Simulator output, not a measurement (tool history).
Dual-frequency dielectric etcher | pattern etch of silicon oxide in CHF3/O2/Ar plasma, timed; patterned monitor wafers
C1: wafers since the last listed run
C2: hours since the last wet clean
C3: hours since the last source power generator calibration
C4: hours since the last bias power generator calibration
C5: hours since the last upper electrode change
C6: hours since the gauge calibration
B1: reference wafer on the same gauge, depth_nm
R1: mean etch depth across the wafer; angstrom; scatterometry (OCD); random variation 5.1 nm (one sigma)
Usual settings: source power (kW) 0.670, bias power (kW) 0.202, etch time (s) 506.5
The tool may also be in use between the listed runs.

{"run": 1, "hour": 0.0, "source power (kW)": 0.67, "bias power (kW)": 0.164, "etch time (s)": 506.5, "C1": 0, "C2": 164.2, "C3": 2816.9, "C4": 3017.6, "C5": 5549.6, "C6": 393.1, "B1": 1161.0, "R1": 9796}
{"run": 2, "hour": 16.2, "source power (kW)": 0.67, "bias power (kW)": 0.202, "etch time (s)": 506.5, "C1": 44, "C2": 180.4, "C3": 2833.1, "C4": 3033.8, "C5": 5565.8, "C6": 409.3, "B1": 1160.9, "R1": 10528}
{"run": 3, "hour": 29.2, "source power (kW)": 0.67, "bias power (kW)": 0.202, "etch time (s)": 506.5, "C1": 35, "C2": 193.4, "C3": 2846.1, "C4": 3046.8, "C5": 5578.8, "C6": 422.3, "B1": 1161.1, "R1": 10516}
{"run": 4, "hour": 46.2, "source power (kW)": 0.67, "bias power (kW)": 0.202, "etch time (s)": 506.5, "C1": 46, "C2": 210.4, "C3": 2863.1, "C4": 3063.8, "C5": 5595.8, "C6": 439.3, "B1": 1160.1, "R1": 10671}
{"run": 5, "hour": 73.0, "source power (kW)": 0.67, "bias power (kW)": 0.202, "etch time (s)": 506.5, "C1": 73, "C2": 237.2, "C3": 2889.9, "C4": 3090.6, "C5": 5622.6, "C6": 466.1, "B1": 1157.1, "R1": 10563}
{"run": 6, "hour": 105.4, "source power (kW)": 0.67, "bias power (kW)": 0.202, "etch time (s)": 506.5, "C1": 88, "C2": 269.6, "C3": 2922.3, "C4": 3123.0, "C5": 5655.0, "C6": 498.5, "B1": 1161.8, "R1": 10636}
{"run": 7, "hour": 127.7, "source power (kW)": 0.67, "bias power (kW)": 0.202, "etch time (s)": 506.5, "C1": 60, "C2": 291.9, "C3": 2944.6, "C4": 3145.3, "C5": 5677.3, "C6": 520.8, "B1": 1159.9, "R1": 10692}
{"hour": 158.8, "done": "upper electrode replaced"}
{"run": 8, "hour": 159.3, "source power (kW)": 0.67, "bias power (kW)": 0.202, "etch time (s)": 506.5, "C1": 20, "C2": 323.5, "C3": 2976.2, "C4": 3176.9, "C5": 0.5, "C6": 552.4, "B1": 1159.1, "R1": 10703}
{"run": 9, "hour": 236.8, "source power (kW)": 0.67, "bias power (kW)": 0.173, "etch time (s)": 591.5, "C1": 211, "C2": 401.0, "C3": 3053.7, "C4": 3254.4, "C5": 78.0, "C6": 629.9, "B1": 1161.1, "R1": 11913}
{"run": 10, "hour": 259.2, "source power (kW)": 0.62, "bias power (kW)": 0.171, "etch time (s)": 506.5, "C1": 61, "C2": 423.4, "C3": 3076.1, "C4": 3276.8, "C5": 100.4, "C6": 652.3, "B1": 1160.5, "R1": 9905}
{"run": 11, "hour": 271.3, "source power (kW)": 0.8, "bias power (kW)": 0.178, "etch time (s)": 644.5, "C1": 33, "C2": 435.5, "C3": 3088.2, "C4": 3288.9, "C5": 112.5, "C6": 664.4, "B1": 1159.5, "R1": 13813}
{"hour": 312.6, "done": "bias power generator calibrated"}
{"hour": 315.3, "done": "wet clean of the chamber"}
{"run": 12, "hour": 315.8, "source power (kW)": 0.71, "bias power (kW)": 0.22, "etch time (s)": 589.0, "C1": 103, "C2": 0.5, "C3": 3132.7, "C4": 3.2, "C5": 157.0, "C6": 708.9, "B1": 1160.9, "R1": 12645}
{"run": 13, "hour": 324.2, "source power (kW)": 0.81, "bias power (kW)": 0.24, "etch time (s)": 506.5, "C1": 22, "C2": 8.9, "C3": 3141.1, "C4": 11.6, "C5": 165.4, "C6": 717.3, "B1": 1161.2, "R1": 11694}
{"hour": 332.8, "done": "source power generator calibrated"}
{"run": 14, "hour": 351.7, "source power (kW)": 0.67, "bias power (kW)": 0.202, "etch time (s)": 506.5, "C1": 64, "C2": 36.4, "C3": 18.9, "C4": 39.1, "C5": 192.9, "C6": 744.8, "B1": 1158.1, "R1": 10394}
{"run": 15, "hour": 381.3, "source power (kW)": 0.56, "bias power (kW)": 0.202, "etch time (s)": 420.5, "C1": 80, "C2": 66.0, "C3": 48.5, "C4": 68.7, "C5": 222.5, "C6": 774.4, "B1": 1159.4, "R1": 8375}
{"run": 16, "hour": 408.5, "source power (kW)": 0.61, "bias power (kW)": 0.235, "etch time (s)": 432.5, "C1": 74, "C2": 93.2, "C3": 75.7, "C4": 95.9, "C5": 249.7, "C6": 801.6, "B1": 1159.6, "R1": 9311}
{"hour": 419.6, "done": "gauge calibrated"}
{"run": 17, "hour": 427.1, "source power (kW)": 0.51, "bias power (kW)": 0.168, "etch time (s)": 394.0, "C1": 50, "C2": 111.8, "C3": 94.3, "C4": 114.5, "C5": 268.3, "C6": 7.5, "B1": 1160.9, "R1": 7208}
{"run": 18, "hour": 461.7, "source power (kW)": 0.67, "bias power (kW)": 0.202, "etch time (s)": 506.5, "C1": 94, "C2": 146.4, "C3": 128.9, "C4": 149.1, "C5": 302.9, "C6": 42.1, "B1": 1161.6, "R1": 10612}
{"run": 19, "hour": 486.7, "source power (kW)": 0.67, "bias power (kW)": 0.202, "etch time (s)": 506.5, "C1": 68, "C2": 171.4, "C3": 153.9, "C4": 174.1, "C5": 327.9, "C6": 67.1, "B1": 1162.3, "R1": 10615}
{"run": 20, "hour": 505.2, "source power (kW)": 0.54, "bias power (kW)": 0.161, "etch time (s)": 559.0, "C1": 50, "C2": 189.9, "C3": 172.4, "C4": 192.6, "C5": 346.4, "C6": 85.6, "B1": 1160.0, "R1": 10261}
{"run": 21, "hour": 533.7, "source power (kW)": 0.67, "bias power (kW)": 0.169, "etch time (s)": 362.5, "C1": 77, "C2": 218.4, "C3": 200.9, "C4": 221.1, "C5": 374.9, "C6": 114.1, "B1": 1159.4, "R1": 7108}
{"run": 22, "hour": 562.9, "source power (kW)": 0.67, "bias power (kW)": 0.169, "etch time (s)": 570.0, "C1": 79, "C2": 247.6, "C3": 230.1, "C4": 250.3, "C5": 404.1, "C6": 143.3, "B1": 1160.3, "R1": 11183}
{"run": 23, "hour": 575.0, "source power (kW)": 0.73, "bias power (kW)": 0.202, "etch time (s)": 506.5, "C1": 33, "C2": 259.7, "C3": 242.2, "C4": 262.4, "C5": 416.2, "C6": 155.4, "B1": 1159.3, "R1": 10863}
{"run": 24, "hour": 595.1, "source power (kW)": 0.79, "bias power (kW)": 0.175, "etch time (s)": 506.5, "C1": 54, "C2": 279.8, "C3": 262.3, "C4": 282.5, "C5": 436.3, "C6": 175.5, "B1": 1160.2, "R1": 10605}
{"run": 25, "hour": 616.1, "source power (kW)": 0.67, "bias power (kW)": 0.202, "etch time (s)": 506.5, "C1": 57, "C2": 300.8, "C3": 283.3, "C4": 303.5, "C5": 457.3, "C6": 196.5, "B1": 1160.2, "R1": 10669}
{"run": 26, "hour": 630.9, "source power (kW)": 0.58, "bias power (kW)": 0.202, "etch time (s)": 506.5, "C1": 40, "C2": 315.6, "C3": 298.1, "C4": 318.3, "C5": 472.1, "C6": 211.3, "B1": 1160.4, "R1": 10420}
{"run": 27, "hour": 645.3, "source power (kW)": 0.62, "bias power (kW)": 0.246, "etch time (s)": 506.5, "C1": 39, "C2": 330.0, "C3": 312.5, "C4": 332.7, "C5": 486.5, "C6": 225.7, "B1": 1158.8, "R1": 11448}
{"run": 28, "hour": 679.5, "source power (kW)": 0.67, "bias power (kW)": 0.161, "etch time (s)": 625.0, "C1": 93, "C2": 364.2, "C3": 346.7, "C4": 366.9, "C5": 520.7, "C6": 259.9, "B1": 1158.1, "R1": 12283}
{"run": 29, "hour": 697.7, "source power (kW)": 0.67, "bias power (kW)": 0.155, "etch time (s)": 506.5, "C1": 49, "C2": 382.4, "C3": 364.9, "C4": 385.1, "C5": 538.9, "C6": 278.1, "B1": 1159.6, "R1": 9839}
{"run": 30, "hour": 733.0, "source power (kW)": 0.67, "bias power (kW)": 0.202, "etch time (s)": 618.5, "C1": 96, "C2": 417.7, "C3": 400.2, "C4": 420.4, "C5": 574.2, "C6": 313.4, "B1": 1159.2, "R1": 13225}
{"run": 31, "hour": 768.1, "source power (kW)": 0.67, "bias power (kW)": 0.202, "etch time (s)": 506.5, "C1": 95, "C2": 452.8, "C3": 435.3, "C4": 455.5, "C5": 609.3, "C6": 348.5, "B1": 1158.6, "R1": 10901}

Hidden state at the last listed run before each entry between runs and at the first one after, where it differs:
Between runs 7 and 8: upper electrode replaced (hour 158.8)
  etch rate over this chamber's usual, %: 2.49 -> 2.78
  measured less the result without the state, R1: +259 -> +289 angstrom
Between runs 11 and 12: bias power generator calibrated (hour 312.6); wet clean of the chamber (hour 315.3)
  etch rate over this chamber's usual, %: 3.81 -> 0.244
  measured less the result without the state, R1: +507 -> +31 angstrom
Between runs 13 and 14: source power generator calibrated (hour 332.8)
  etch rate over this chamber's usual, %: 0.322 -> 0.575
  measured less the result without the state, R1: +37 -> +60 angstrom
Between runs 16 and 17: gauge calibrated (hour 419.6)
  etch rate over this chamber's usual, %: 1.1 -> 1.27
  measured less the result without the state, R1: +101 -> +91 angstrom

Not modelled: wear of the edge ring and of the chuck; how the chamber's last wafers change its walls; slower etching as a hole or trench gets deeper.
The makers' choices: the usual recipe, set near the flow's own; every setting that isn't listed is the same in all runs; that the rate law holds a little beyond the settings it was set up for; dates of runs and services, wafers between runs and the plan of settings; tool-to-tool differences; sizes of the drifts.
